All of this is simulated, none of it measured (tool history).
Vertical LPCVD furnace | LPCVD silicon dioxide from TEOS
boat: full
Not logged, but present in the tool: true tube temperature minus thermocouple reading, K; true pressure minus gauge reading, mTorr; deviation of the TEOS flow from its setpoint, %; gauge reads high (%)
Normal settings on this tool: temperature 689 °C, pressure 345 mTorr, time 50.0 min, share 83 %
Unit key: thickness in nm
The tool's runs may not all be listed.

run,hour,temperature,pressure,time,share,wafers since the last listed run,hours since the last temperature calibration,hours since the pressure gauge was zeroed,hours since the TEOS flow controller was replaced,hours since the gauge calibration,"read-back reference wafer on the same gauge, thickness",thickness
1,0.0,689,345,50.0,83,0,2902.9,3161.3,5923.4,106.9,319.46,317.49
2,12.2,689,345,50.0,83,209,2915.1,3173.5,5935.6,119.1,318.84,317.89
3,28.8,689,345,50.0,83,285,2931.7,3190.1,5952.2,135.7,319.03,316.15
4,45.5,689,345,50.0,73,287,2948.4,3206.8,5968.9,152.4,319.15,295.44
5,61.0,689,345,50.0,83,266,2963.9,3222.3,5984.4,167.9,319.13,320.00
6,75.1,689,345,50.0,83,242,2978.0,3236.4,5998.5,182.0,319.02,317.81
7,82.2,689,345,50.0,83,122,2985.1,3243.5,6005.6,189.1,318.77,318.16
8,98.8,694,345,39.0,83,285,3001.7,3260.1,6022.2,205.7,319.23,277.90
9,109.9,694,345,39.0,83,190,3012.8,3271.2,6033.3,216.8,319.03,278.33
10,123.4,689,345,50.0,83,232,3026.3,3284.7,6046.8,230.3,318.90,316.58
# hour 152.7: pressure gauge zeroed
11,153.2,689,345,50.0,95,99,3056.1,0.5,6076.6,260.1,319.04,337.31
12,179.6,689,345,50.0,95,454,3082.5,26.9,6103.0,286.5,318.82,339.79
13,193.5,689,345,50.0,95,239,3096.4,40.8,6116.9,300.4,319.09,336.45
# hour 221.1: thermocouples replaced and temperature profile calibrated
14,221.6,689,345,50.0,83,70,0.5,68.9,6145.0,328.5,319.29,316.77
15,225.9,689,345,50.0,83,73,4.8,73.2,6149.3,332.8,318.77,318.38
16,231.4,689,345,50.0,76,94,10.3,78.7,6154.8,338.3,318.99,303.05
17,243.5,685,400,44.0,73,208,22.4,90.8,6166.9,350.4,319.01,253.46
18,252.7,682,345,68.0,95,158,31.6,100.0,6176.1,359.6,319.12,389.23
# hour 262.3: gauge calibrated
19,263.4,684,400,50.0,83,184,42.3,110.7,6186.8,1.1,319.21,302.76
# hour 299.4: TEOS flow controller replaced
20,299.9,689,345,63.0,89,214,78.8,147.2,0.5,37.6,318.90,412.21
21,304.2,689,320,50.0,83,73,83.1,151.5,4.8,41.9,319.51,304.24
22,308.5,689,345,50.0,83,73,87.4,155.8,9.1,46.2,318.96,314.28
23,314.2,689,345,50.0,83,98,93.1,161.5,14.8,51.9,319.24,317.01
24,330.0,689,400,50.0,97,271,108.9,177.3,30.6,67.7,319.40,367.80
25,345.1,693,345,50.0,83,259,124.0,192.4,45.7,82.8,319.32,347.79
26,353.3,694,345,69.5,83,141,132.2,200.6,53.9,91.0,319.06,495.37

Run 27 has not been measured yet. What should we expect?
27,365.1,700,345,50.0,83,202,144.0,212.4,65.7,102.8,?,?

For run 27 the tool returned read-back reference wafer on the same gauge, thickness 319.26, thickness 409.83 nm.
Had the tool carried no hidden state, the very same run would have given thickness 409.83 nm.
